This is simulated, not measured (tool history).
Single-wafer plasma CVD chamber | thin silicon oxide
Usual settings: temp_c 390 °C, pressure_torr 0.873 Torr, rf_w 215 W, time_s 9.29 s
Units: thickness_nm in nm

| run | hour | temp_c | pressure_torr | rf_w | time_s | wafers since the last listed run | hours since the last thermocouple change | hours since the last RF generator calibration | hours since the last manometer calibration | hours since the showerhead was replaced | hours since the gauge calibration | read-back reference wafer on the same gauge, thickness_nm | thickness_nm |
|---|---|---|---|---|---|---|---|---|---|---|---|---|---|
| 1 | 0 | 390 | 0.873 | 215 | 9.29 | 0 | 923.5 | 2771.8 | 1441.2 | 2534.5 | 433.8 | 18.414 | 17.307 |
| 2 | 13 | 390 | 0.873 | 215 | 9.29 | 295 | 936.5 | 2784.8 | 1454.2 | 2547.5 | 446.8 | 18.411 | 17.299 |
| 3 | 29.8 | 390 | 0.873 | 215 | 9.29 | 382 | 953.3 | 2801.6 | 1471 | 2564.3 | 463.6 | 18.402 | 17.224 |
| 4 | 39.2 | 390 | 0.873 | 215 | 9.29 | 213 | 962.7 | 2811 | 1480.4 | 2573.7 | 473 | 18.393 | 17.315 |
|  | 47.1 | gauge calibrated |
| 5 | 53.3 | 390 | 0.873 | 215 | 9.29 | 320 | 976.8 | 2825.1 | 1494.5 | 2587.8 | 6.2 | 18.408 | 17.32 |
|  | 63.1 | RF generator calibrated |
| 6 | 63.6 | 390 | 0.873 | 215 | 9.81 | 52 | 987.1 | 0.5 | 1504.8 | 2598.1 | 16.5 | 18.396 | 18.25 |
| 7 | 65.8 | 390 | 0.873 | 215 | 9.29 | 50 | 989.3 | 2.7 | 1507 | 2600.3 | 18.7 | 18.402 | 17.348 |
| 8 | 85.4 | 390 | 0.873 | 215 | 9.29 | 446 | 1008.9 | 22.3 | 1526.6 | 2619.9 | 38.3 | 18.386 | 17.357 |
| 9 | 94.5 | 390 | 0.873 | 215 | 9.29 | 207 | 1018 | 31.4 | 1535.7 | 2629 | 47.4 | 18.399 | 17.294 |
|  | 144 | thermocouple changed; heater temperature recalibrated |
| 10 | 145.2 | 390 | 0.873 | 215 | 8.77 | 972 | 1.2 | 82.1 | 1586.4 | 2679.7 | 98.1 | 18.409 | 16.335 |
| 11 | 158.2 | 390 | 1.056 | 215 | 9.29 | 295 | 14.2 | 95.1 | 1599.4 | 2692.7 | 111.1 | 18.404 | 20.254 |
|  | 172.2 | showerhead replaced |
| 12 | 172.7 | 390 | 0.873 | 215 | 9.29 | 147 | 28.7 | 109.6 | 1613.9 | 0.5 | 125.6 | 18.395 | 17.476 |
| 13 | 182.4 | 390 | 0.873 | 215 | 10.36 | 220 | 38.4 | 119.3 | 1623.6 | 10.2 | 135.3 | 18.402 | 19.346 |
| 14 | 197.6 | 390 | 0.873 | 190 | 9.29 | 346 | 53.6 | 134.5 | 1638.8 | 25.4 | 150.5 | 18.393 | 16.436 |
| 15 | 204.8 | 379 | 1.001 | 195 | 9.29 | 163 | 60.8 | 141.7 | 1646 | 32.6 | 157.7 | 18.395 | 18.744 |
|  | 221.2 | capacitance manometer re-zeroed and calibrated |
| 16 | 221.7 | 402 | 0.757 | 240 | 9.29 | 202 | 77.7 | 158.6 | 0.5 | 49.5 | 174.6 | 18.401 | 14.419 |
| 17 | 235.8 | 377 | 0.8 | 195 | 10.05 | 320 | 91.8 | 172.7 | 14.6 | 63.6 | 188.7 | 18.397 | 15.317 |
| 18 | 247.1 | 390 | 0.873 | 215 | 9.29 | 257 | 103.1 | 184 | 25.9 | 74.9 | 200 | 18.417 | 16.141 |
| 19 | 254.3 | 379 | 0.75 | 195 | 9.83 | 163 | 110.3 | 191.2 | 33.1 | 82.1 | 207.2 | 18.385 | 13.923 |
| 20 | 268.1 | 404 | 0.773 | 200 | 10 | 314 | 124.1 | 205 | 46.9 | 95.9 | 221 | 18.383 | 14.576 |
| 21 | 274.6 | 402 | 0.688 | 200 | 9.29 | 147 | 130.6 | 211.5 | 53.4 | 102.4 | 227.5 | 18.403 | 11.83 |
| 22 | 290.5 | 398 | 0.713 | 255 | 9.29 | 361 | 146.5 | 227.4 | 69.3 | 118.3 | 243.4 | 18.409 | 13.777 |
| 23 | 302.8 | 383 | 0.769 | 215 | 10.6 | 279 | 158.8 | 239.7 | 81.6 | 130.6 | 255.7 | 18.416 | 16.233 |
| 24 | 317.3 | 390 | 0.873 | 215 | 9.29 | 330 | 173.3 | 254.2 | 96.1 | 145.1 | 270.2 | 18.406 | 16.188 |
| 25 | 325.6 | 390 | 0.873 | 215 | 9.29 | 188 | 181.6 | 262.5 | 104.4 | 153.4 | 278.5 | 18.388 | 16.254 |
| 26 | 340.5 | 375 | 1.051 | 215 | 7.47 | 339 | 196.5 | 277.4 | 119.3 | 168.3 | 293.4 | 18.39 | 15.443 |
| 27 | 350.9 | 390 | 0.873 | 190 | 7.7 | 236 | 206.9 | 287.8 | 129.7 | 178.7 | 303.8 | 18.39 | 12.693 |
| 28 | 363.4 | 378 | 0.789 | 250 | 10.45 | 284 | 219.4 | 300.3 | 142.2 | 191.2 | 316.3 | 18.412 | 17.521 |

Branching from run 28: 5 alternative next runs. What would each branch give?
| A | 363.8 | 402 | 0.873 | 215 | 9.29 | 9 | 219.8 | 300.7 | 142.6 | 191.6 | 316.7 | ? | ? |
| B | 363.8 | 379 | 0.873 | 230 | 9.29 | 9 | 219.8 | 300.7 | 142.6 | 191.6 | 316.7 | ? | ? |
| C | 363.8 | 390 | 0.751 | 235 | 7.59 | 9 | 219.8 | 300.7 | 142.6 | 191.6 | 316.7 | ? | ? |
| D | 363.8 | 390 | 1.052 | 215 | 10.35 | 9 | 219.8 | 300.7 | 142.6 | 191.6 | 316.7 | ? | ? |
| E | 363.8 | 395 | 0.873 | 180 | 8.16 | 9 | 219.8 | 300.7 | 142.6 | 191.6 | 316.7 | ? | ? |

| run | read-back reference wafer on the same gauge, thickness_nm | thickness_nm |
|---|---|---|
| A | 18.413 | 16.031 |
| B | 18.413 | 16.741 |
| C | 18.413 | 11.647 |
| D | 18.413 | 21.148 |
| E | 18.413 | 13.089 |
With the hidden condition removed and each run's random variation left untouched, the same runs would have given:
| run | thickness_nm |
|---|---|
| A | 16.09 |
| B | 16.802 |
| C | 11.699 |
| D | 21.209 |
| E | 13.137 |
